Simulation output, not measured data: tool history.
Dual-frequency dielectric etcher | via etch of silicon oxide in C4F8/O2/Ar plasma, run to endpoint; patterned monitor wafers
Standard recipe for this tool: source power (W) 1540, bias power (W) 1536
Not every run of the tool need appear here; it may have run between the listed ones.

| run | hour | source power (W) | bias power (W) | incoming incoming film thickness, nm | endpoint time (s) |
|---|---|---|---|---|---|
| 1 | 0.0 | 1540 | 1388 | 1356.7 | 348.5 |
| 2 | 89.1 | 1540 | 1536 | 1341.9 | 338.0 |
|  | 157.1 | wet clean of the chamber |
| 3 | 187.5 | 1540 | 1536 | 1356.5 | 334.6 |
| 4 | 294.1 | 1540 | 1536 | 1370.0 | 340.2 |
| 5 | 356.4 | 1540 | 1536 | 1344.8 | 335.5 |
| 6 | 418.6 | 1830 | 1716 | 1345.3 | 305.2 |
| 7 | 508.7 | 1830 | 1716 | 1350.0 | 307.6 |
| 8 | 544.8 | 1830 | 1716 | 1349.9 | 307.2 |
|  | 590.1 | upper electrode replaced |
|  | 593.5 | wet clean of the chamber |
| 9 | 618.6 | 1540 | 1536 | 1346.3 | 329.8 |
| 10 | 691.0 | 1540 | 1536 | 1354.9 | 335.2 |
| 11 | 775.9 | 1540 | 1536 | 1343.0 | 334.0 |
|  | 815.2 | source power generator calibrated |
| 12 | 849.3 | 1540 | 1536 | 1337.9 | 334.5 |
| 13 | 950.4 | 1180 | 1340 | 1330.7 | 395.0 |
|  | 976.9 | wet clean of the chamber |
| 14 | 1004.9 | 1690 | 1806 | 1343.2 | 306.6 |
|  | 1039.0 | bias power generator calibrated |
| 15 | 1088.6 | 1230 | 1888 | 1350.4 | 342.4 |
| 16 | 1134.4 | 1260 | 1252 | 1364.1 | 390.2 |
| 17 | 1228.9 | 1650 | 1401 | 1365.8 | 340.2 |
| 18 | 1327.3 | 1160 | 1251 | 1353.4 | 409.3 |
| 19 | 1367.8 | 1540 | 1650 | 1358.2 | 334.8 |
|  | 1442.5 | wet clean of the chamber |
| 20 | 1443.0 | 1540 | 1536 | 1365.9 | 335.1 |
| 21 | 1513.2 | 1540 | 1536 | 1352.6 | 331.4 |
| 22 | 1619.3 | 1540 | 1536 | 1355.6 | 336.6 |
| 23 | 1725.8 | 1850 | 1671 | 1346.7 | 305.5 |
|  | 1824.5 | wet clean of the chamber |
| 24 | 1826.5 | 1540 | 1536 | 1350.7 | 326.1 |

For each run, the measured value with the value that run would have given without the tool's hidden condition subtracted. The run-to-run variation is shared by both, the gauge scatter possibly not:
Unlogged tool condition in this case: etch rate over this chamber's usual, %; source power that arrives over what is set, %; bias power that arrives over what is set, %.
| run | endpoint time (s) |
|---|---|
| 1 | +9.5 |
| 2 | +11.8 |
| 3 | +4.9 |
| 4 | +8.0 |
| 5 | +9.6 |
| 6 | +10.3 |
| 7 | +12.7 |
| 8 | +13.6 |
| 9 | +4.6 |
| 10 | +6.6 |
| 11 | +8.9 |
| 12 | +10.9 |
| 13 | +16.1 |
| 14 | +7.0 |
| 15 | +4.4 |
| 16 | +6.3 |
| 17 | +8.2 |
| 18 | +13.2 |
| 19 | +11.9 |
| 20 | +2.6 |
| 21 | +4.5 |
| 22 | +7.5 |
| 23 | +9.5 |
| 24 | +0.5 |
